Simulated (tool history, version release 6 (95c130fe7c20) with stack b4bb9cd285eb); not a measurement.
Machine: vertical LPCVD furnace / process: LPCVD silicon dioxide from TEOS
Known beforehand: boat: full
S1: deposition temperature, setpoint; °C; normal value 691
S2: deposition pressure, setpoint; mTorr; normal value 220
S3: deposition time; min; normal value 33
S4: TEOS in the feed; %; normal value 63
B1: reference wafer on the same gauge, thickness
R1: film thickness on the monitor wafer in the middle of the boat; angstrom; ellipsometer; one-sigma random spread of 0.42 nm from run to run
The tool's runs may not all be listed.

run	day	S1	S2	S3	S4	B1	R1
1	0	691	220	43.5	63	180.09	2153.9
2	1.296	691	220	33	63	179.91	1641.8
3	2.129	691	220	33	63	179.9	1637.6
4	3.375	691	220	33	63	180.19	1637.2
5	4.654	691	220	33	63	180.01	1649.9
# day 5.958: thermocouples replaced and temperature profile calibrated
6	5.979	685	220	33	63	179.91	1318.7
# day 7.421: TEOS flow controller replaced
7	7.442	685	220	33	63	179.97	1320.9
# day 9.121: pressure gauge zeroed
8	9.142	685	220	33	63	179.95	1322.7
9	9.354	691	220	33	63	179.92	1529.4
10	9.642	698	220	42.5	63	180.09	2324.8
11	10.929	691	180	33	57	179.93	1306.4
# day 11.058: gauge calibrated
12	11.912	684	220	33	63	180.1	1288.4
13	12.633	699	255	33	72	180.04	2114.2
14	13.825	696	260	24	56	180	1285.7
15	15.125	691	165	24.5	54	179.81	907
16	16.496	691	220	33	63	179.99	1519.4
17	17.333	691	220	33	63	179.94	1524.7
18	18.371	691	245	33	63	179.96	1609.8
19	19.171	691	220	33	57	179.95	1450.9

Predict each of these 5 candidate next runs independently; none follows another, all start after run 19:
A	19.383	691	220	33	63	?	?
B	19.383	680	220	37	63	?	?
C	19.383	703	220	40.5	63	?	?
D	19.383	691	200	25.5	63	?	?
E	19.383	686	220	37.5	63	?	?

run	B1	R1
A	180.06	1525.1
B	180.06	1313.9
C	180.06	2478
D	180.06	1123.7
E	180.06	1538.7
The same runs, with their run-to-run variation unchanged, on a tool lacking any hidden condition would have given:
run	R1
A	1508.5
B	1299.2
C	2451.6
D	1111.4
E	1521.7
